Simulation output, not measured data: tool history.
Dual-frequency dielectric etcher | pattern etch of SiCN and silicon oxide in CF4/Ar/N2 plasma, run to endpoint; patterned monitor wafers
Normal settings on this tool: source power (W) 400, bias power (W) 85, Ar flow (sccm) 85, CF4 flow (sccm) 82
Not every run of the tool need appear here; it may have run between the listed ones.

run    hour  source power (W)  bias power (W)  Ar flow (sccm)  CF4 flow (sccm)  wafers since the last listed run  hours since the last wet clean  hours since the last source power generator calibration  hours since the last bias power generator calibration  hours since the last Ar flow controller change  hours since the last CF4 flow controller change  hours since the last upper electrode change  incoming incoming film thickness, nm  endpoint time (s)
  1     0.0               400              85              85               82                                 0                            64.4                                                   2416.3                                                 2225.9                                          3856.5                                           5274.5                                       2797.8                                 11.69               13.8
  2    51.5               400              85              85               82                              1026                           115.9                                                   2467.8                                                 2277.4                                          3908.0                                           5326.0                                       2849.3                                 11.61               13.8
  3    90.3               400              85              85               82                               773                           154.7                                                   2506.6                                                 2316.2                                          3946.8                                           5364.8                                       2888.1                                 11.61               13.6
      108.6  -- CF4 flow controller replaced
      122.3  -- source power generator calibrated
      145.8  -- bias power generator calibrated
  4   146.3               400              85              85               82                               837                           210.7                                                     24.0                                                    0.5                                          4002.8                                             37.7                                       2944.1                                 11.49               13.3
  5   205.3               400              85              85               82                              1175                           269.7                                                     83.0                                                   59.5                                          4061.8                                             96.7                                       3003.1                                 11.66               13.5
  6   299.7               400              85              85               82                              1881                           364.1                                                    177.4                                                  153.9                                          4156.2                                            191.1                                       3097.5                                 11.63               13.4
      334.1  -- Ar flow controller replaced
  7   373.0               450              67              98               82                              1341                           437.4                                                    250.7                                                  227.2                                            38.9                                            264.4                                       3170.8                                 11.74               12.6
  8   437.7               400              85              85               82                              1289                           502.1                                                    315.4                                                  291.9                                           103.6                                            329.1                                       3235.5                                 11.52               13.0
      487.1  -- wet clean of the chamber
  9   521.5               400              75              91               93                              1191                            34.4                                                    399.2                                                  375.7                                           187.4                                            412.9                                       3319.3                                 11.73               14.0
 10   623.3               400              85              65               82                              2028                           136.2                                                    501.0                                                  477.5                                           289.2                                            514.7                                       3421.1                                 11.60               13.1
 11   682.2               400              64              85               82                              1173                           195.1                                                    559.9                                                  536.4                                           348.1                                            573.6                                       3480.0                                 11.72               14.6
 12   737.2               400              85              85               82                              1096                           250.1                                                    614.9                                                  591.4                                           403.1                                            628.6                                       3535.0                                 11.64               13.5
 13   807.4               440              85              96               99                              1399                           320.3                                                    685.1                                                  661.6                                           473.3                                            698.8                                       3605.2                                 11.66               12.1
 14   884.4               400              85              85               82                              1534                           397.3                                                    762.1                                                  738.6                                           550.3                                            775.8                                       3682.2                                 11.65               13.1
 15   936.2               400              85              85               82                              1032                           449.1                                                    813.9                                                  790.4                                           602.1                                            827.6                                       3734.0                                 11.55               12.9
 16  1023.5               400              85              85               82                              1739                           536.4                                                    901.2                                                  877.7                                           689.4                                            914.9                                       3821.3                                 11.45               12.9
     1098.0  -- wet clean of the chamber
     1107.0  -- upper electrode replaced
 17  1107.5               320              85              77               82                              1015                             9.5                                                    985.2                                                  961.7                                           773.4                                            998.9                                          0.5                                 11.56               17.1
 18  1166.5               480              72              85               62                              1175                            68.5                                                   1044.2                                                 1020.7                                           832.4                                           1057.9                                         59.5                                 11.57               11.8
 19  1217.4               400              96              95               70                              1014                           119.4                                                   1095.1                                                 1071.6                                           883.3                                           1108.8                                        110.4                                 11.63               13.3
 20  1314.0               470              72              72              100                              1925                           216.0                                                   1191.7                                                 1168.2                                           979.9                                           1205.4                                        207.0                                 11.61               11.2
 21  1364.8               400              85              85               82                              1012                           266.8                                                   1242.5                                                 1219.0                                          1030.7                                           1256.2                                        257.8                                 11.54               13.2
 22  1461.7               400              79              85               82                              1931                           363.7                                                   1339.4                                                 1315.9                                          1127.6                                           1353.1                                        354.7                                 11.48               13.1
 23  1547.7               330              85              85               82                              1713                           449.7                                                   1425.4                                                 1401.9                                          1213.6                                           1439.1                                        440.7                                 11.56               16.2
     1673.0  -- wet clean of the chamber
 24  1673.5               400              85              85               82                              2028                             0.5                                                   1551.2                                                 1527.7                                          1339.4                                           1564.9                                        566.5                                 11.51               13.5
 25  1715.6               320              95              95               82                               839                            42.6                                                   1593.3                                                 1569.8                                          1381.5                                           1607.0                                        608.6                                 11.62               17.2

Across each entry between runs, compare the hidden state at the last listed run before it with the hidden state at the first listed run after it:
After run 3, before run 4: CF4 flow controller replaced (hour 108.6); source power generator calibrated (hour 122.3); bias power generator calibrated (hour 145.8)
  etch rate over this chamber's usual, %: 0.235 -> 0.758
  difference, measured minus the result without the unlogged condition, endpoint time (s): +0.0 -> -0.1
After run 6, before run 7: Ar flow controller replaced (hour 334.1)
  etch rate over this chamber's usual, %: 2.19 -> 2.88
  difference, measured minus the result without the unlogged condition, endpoint time (s): -0.3 -> -0.4
After run 8, before run 9: wet clean of the chamber (hour 487.1)
  etch rate over this chamber's usual, %: 3.48 -> -0.0298
  difference, measured minus the result without the unlogged condition, endpoint time (s): -0.4 -> +0.0
After run 16, before run 17: wet clean of the chamber (hour 1098.0); upper electrode replaced (hour 1107.0)
  etch rate over this chamber's usual, %: 4.67 -> 0.125
  difference, measured minus the result without the unlogged condition, endpoint time (s): -0.6 -> +0.0
After run 23, before run 24: wet clean of the chamber (hour 1673.0)
  etch rate over this chamber's usual, %: 4.24 -> 0.277
  difference, measured minus the result without the unlogged condition, endpoint time (s): -0.7 -> +0.0
